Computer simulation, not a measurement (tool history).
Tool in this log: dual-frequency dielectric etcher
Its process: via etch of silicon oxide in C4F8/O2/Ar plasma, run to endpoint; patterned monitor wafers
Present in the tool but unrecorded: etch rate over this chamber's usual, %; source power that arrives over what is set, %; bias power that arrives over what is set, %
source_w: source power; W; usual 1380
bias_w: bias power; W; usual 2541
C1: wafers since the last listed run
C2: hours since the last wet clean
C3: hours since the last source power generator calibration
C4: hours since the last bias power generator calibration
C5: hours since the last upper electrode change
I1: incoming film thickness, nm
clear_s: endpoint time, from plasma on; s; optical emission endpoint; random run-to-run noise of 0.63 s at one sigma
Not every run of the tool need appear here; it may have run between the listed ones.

run 1 hour=0.0 | source_w=1150 bias_w=2541 | C1=0 C2=200.5 C3=2892.4 C4=3771.4 C5=3895.8 | I1=788.6 | clear_s=182.3
run 2 hour=24.2 | source_w=1150 bias_w=2541 | C1=192 C2=224.7 C3=2916.6 C4=3795.6 C5=3920.0 | I1=778.1 | clear_s=178.7
run 3 hour=53.9 | source_w=1380 bias_w=2541 | C1=236 C2=254.4 C3=2946.3 C4=3825.3 C5=3949.7 | I1=776.2 | clear_s=166.5
run 4 hour=79.3 | source_w=1380 bias_w=2541 | C1=202 C2=279.8 C3=2971.7 C4=3850.7 C5=3975.1 | I1=783.1 | clear_s=166.1
run 5 hour=93.3 | source_w=1380 bias_w=2541 | C1=111 C2=293.8 C3=2985.7 C4=3864.7 C5=3989.1 | I1=787.3 | clear_s=167.5
run 6 hour=108.7 | source_w=1380 bias_w=2541 | C1=122 C2=309.2 C3=3001.1 C4=3880.1 C5=4004.5 | I1=782.3 | clear_s=165.4
run 7 hour=136.4 | source_w=1380 bias_w=2541 | C1=220 C2=336.9 C3=3028.8 C4=3907.8 C5=4032.2 | I1=775.3 | clear_s=163.7
run 8 hour=157.7 | source_w=1380 bias_w=2907 | C1=169 C2=358.2 C3=3050.1 C4=3929.1 C5=4053.5 | I1=775.1 | clear_s=154.3
run 9 hour=190.1 | source_w=1380 bias_w=2541 | C1=258 C2=390.6 C3=3082.5 C4=3961.5 C5=4085.9 | I1=775.1 | clear_s=162.9
-- hour=207.6 source power generator calibrated
-- hour=220.0 wet clean of the chamber
run 10 hour=220.5 | source_w=1380 bias_w=2541 | C1=111 C2=0.5 C3=12.9 C4=3991.9 C5=4116.3 | I1=771.8 | clear_s=168.9
run 11 hour=226.9 | source_w=1210 bias_w=2807 | C1=50 C2=6.9 C3=19.3 C4=3998.3 C5=4122.7 | I1=778.8 | clear_s=171.9
run 12 hour=243.1 | source_w=1480 bias_w=3101 | C1=129 C2=23.1 C3=35.5 C4=4014.5 C5=4138.9 | I1=777.1 | clear_s=152.4
-- hour=280.7 upper electrode replaced
-- hour=281.6 bias power generator calibrated
run 13 hour=282.1 | source_w=1380 bias_w=3042 | C1=112 C2=62.1 C3=74.5 C4=0.5 C5=1.4 | I1=769.6 | clear_s=155.8
run 14 hour=296.9 | source_w=1070 bias_w=2287 | C1=117 C2=76.9 C3=89.3 C4=15.3 C5=16.2 | I1=785.0 | clear_s=197.5
run 15 hour=331.8 | source_w=1570 bias_w=2541 | C1=278 C2=111.8 C3=124.2 C4=50.2 C5=51.1 | I1=782.3 | clear_s=160.5
run 16 hour=355.2 | source_w=1630 bias_w=2357 | C1=186 C2=135.2 C3=147.6 C4=73.6 C5=74.5 | I1=775.5 | clear_s=160.8

What was the tool's hidden state at every run in the log?
source power that arrives over what is set, %: 0, the same for each run
bias power that arrives over what is set, %: 0, the same for each run
H1: etch rate over this chamber's usual, %
run=1 H1=2.29
run=2 H1=2.56
run=3 H1=2.9
run=4 H1=3.19
run=5 H1=3.35
run=6 H1=3.52
run=7 H1=3.83
run=8 H1=4.08
run=9 H1=4.44
run=10 H1=0.249
run=11 H1=0.322
run=12 H1=0.506
run=13 H1=0.948
run=14 H1=1.12
run=15 H1=1.51
run=16 H1=1.78
